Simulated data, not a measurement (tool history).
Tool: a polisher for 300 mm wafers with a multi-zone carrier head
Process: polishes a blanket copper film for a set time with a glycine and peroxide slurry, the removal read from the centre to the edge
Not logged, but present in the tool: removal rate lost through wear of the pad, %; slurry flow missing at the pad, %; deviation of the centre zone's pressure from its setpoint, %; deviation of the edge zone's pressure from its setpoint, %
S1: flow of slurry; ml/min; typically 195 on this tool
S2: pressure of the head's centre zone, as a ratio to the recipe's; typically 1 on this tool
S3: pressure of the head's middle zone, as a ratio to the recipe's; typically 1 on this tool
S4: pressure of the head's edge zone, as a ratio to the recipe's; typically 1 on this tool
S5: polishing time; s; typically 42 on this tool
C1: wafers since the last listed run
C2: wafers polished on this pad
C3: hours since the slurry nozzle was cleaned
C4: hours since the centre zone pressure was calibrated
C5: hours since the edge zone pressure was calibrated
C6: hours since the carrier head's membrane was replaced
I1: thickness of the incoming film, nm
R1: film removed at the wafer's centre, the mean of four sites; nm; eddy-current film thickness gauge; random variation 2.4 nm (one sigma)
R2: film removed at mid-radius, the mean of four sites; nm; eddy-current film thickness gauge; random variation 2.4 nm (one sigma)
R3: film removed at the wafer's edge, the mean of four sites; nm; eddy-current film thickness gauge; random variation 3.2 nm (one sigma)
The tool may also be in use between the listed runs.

run   hour   S1    S2    S3    S4  S5    C1    C2     C3     C4     C5      C6      I1     R1     R2     R3
  1      0  195     1     1     1  42     0   412   11.5  260.4  619.3  1840.5  2171.1  228.4  228.4  224.7
  2   21.3  195     1     1     1  42   261   673   32.8  281.7  640.6  1861.8  2201.4  230.1  228.7  225.2
  3   46.1  240  0.94     1     1  42   304   977   57.6  306.5  665.4  1886.6  2224.5  223.8  234.1  228.1
  4   61.2  240  0.94     1     1  42   185  1162   72.7  321.6  680.5  1901.7  2196.5  221.4  233.6  231.6
  5   77.6  195     1  0.91     1  42   201  1363   89.1    338  696.9  1918.1  2208.9  224.5  211.7  223.5
     109.2  -- worn pad replaced by a new one
     162.4  -- carrier head's membrane replaced by a new one
  6  168.8  195     1     1     1  42  1008   669  180.3  429.2  788.1     6.4  2200.5    211  214.8    213
  7  183.5  195     1  1.03     1  42   180   849    195  443.9  802.8    21.1    2158  206.6  220.8  211.6
     206.4  -- edge zone pressure recalibrated
  8  206.9  195     1  1.03     1  42   262  1112  218.4  467.3    0.5    44.5    2210  200.3  207.7  200.5
     219.7  -- slurry nozzle cleaned
       242  -- worn pad replaced by a new one
  9  242.5  195     1  1.03     1  42   375     6   22.8  502.9   36.1    80.1  2179.4  229.3  237.1    224
     264.6  -- centre zone pressure recalibrated
 10  324.7  195     1  0.94     1  42   983   990    105   60.1  118.3   162.3    2160  224.2  213.9  227.5
 11  347.8  195     1   1.1  1.07  29   283  1273  128.1   83.2  141.4   185.4    2167  152.4  170.7  155.6
     395.6  -- worn pad replaced by a new one
 12  399.3  195     1   0.9  0.89  48   582    45  179.6  134.7  192.9   236.9  2206.8  247.7  232.4  240.3
     412.2  -- slurry nozzle cleaned
 13  418.1  165     1     1     1  57   218   264    5.9  153.5  211.7   255.7  2196.5  302.1  312.3  297.7
 14  435.3  195  1.04     1  0.92  42   210   475   23.1  170.7  228.9   272.9  2187.9  243.4  228.3  222.3
 15  467.6  195     1     1     1  56   396   871   55.4    203  261.2   305.2  2183.6  303.7  311.3  303.4
 16  488.7  170  0.92  0.92     1  55   258  1130   76.5  224.1  282.3   326.3  2182.5  267.7    275  286.1
 17  521.3  195     1     1     1  42   399  1530  109.1  256.7  314.9   358.9  2215.9  226.6  225.3  228.5
     537.4  -- worn pad replaced by a new one
 18  543.6  195     1     1     1  42   224    76  131.4    279  337.2   381.2    2176  226.2  221.5  226.5
 19  576.7  235  1.08  0.89     1  37   406   482  164.5  312.1  370.3   414.3  2164.5  214.6  183.6  198.9
 20  592.8  195     1  0.96     1  42   197   679  180.6  328.2  386.4   430.4  2187.4  214.6  212.2  217.6
 21    612  195     1  0.94  1.07  42   235   915  199.8  347.4  405.6   449.6  2174.5  211.9  206.8  222.2
     619.1  -- slurry nozzle cleaned
 22    632  195     1  1.11   0.9  42   233  1148   12.9  367.4  425.6   469.6  2157.8  226.6  249.8  216.8

Forecast each of these 4 alternatives for the next run:
  A  632.4  195     1   1    1  42   4  1153  13.3  367.8  426  470  2205.2   ?   ?   ?
  B  632.4  195  1.12   1    1  42   4  1153  13.3  367.8  426  470  2205.2   ?   ?   ?
  C  632.4  195   0.9   1    1  32   4  1153  13.3  367.8  426  470  2205.2   ?   ?   ?
  D  632.4  195     1   1  1.1  42   4  1153  13.3  367.8  426  470  2205.2   ?   ?   ?

run     R1     R2     R3
  A  232.7  229.7  227.3
  B  260.9  229.5  227.3
  C  159.5  175.1  173.1
  D  232.7  229.7    237
With no hidden state in the tool, these same runs would have given:
run     R1     R2     R3
  A  233.6  230.4  227.8
  B  261.8  230.3  227.8
  C    160  175.7  173.6
  D  233.6  230.4  237.6
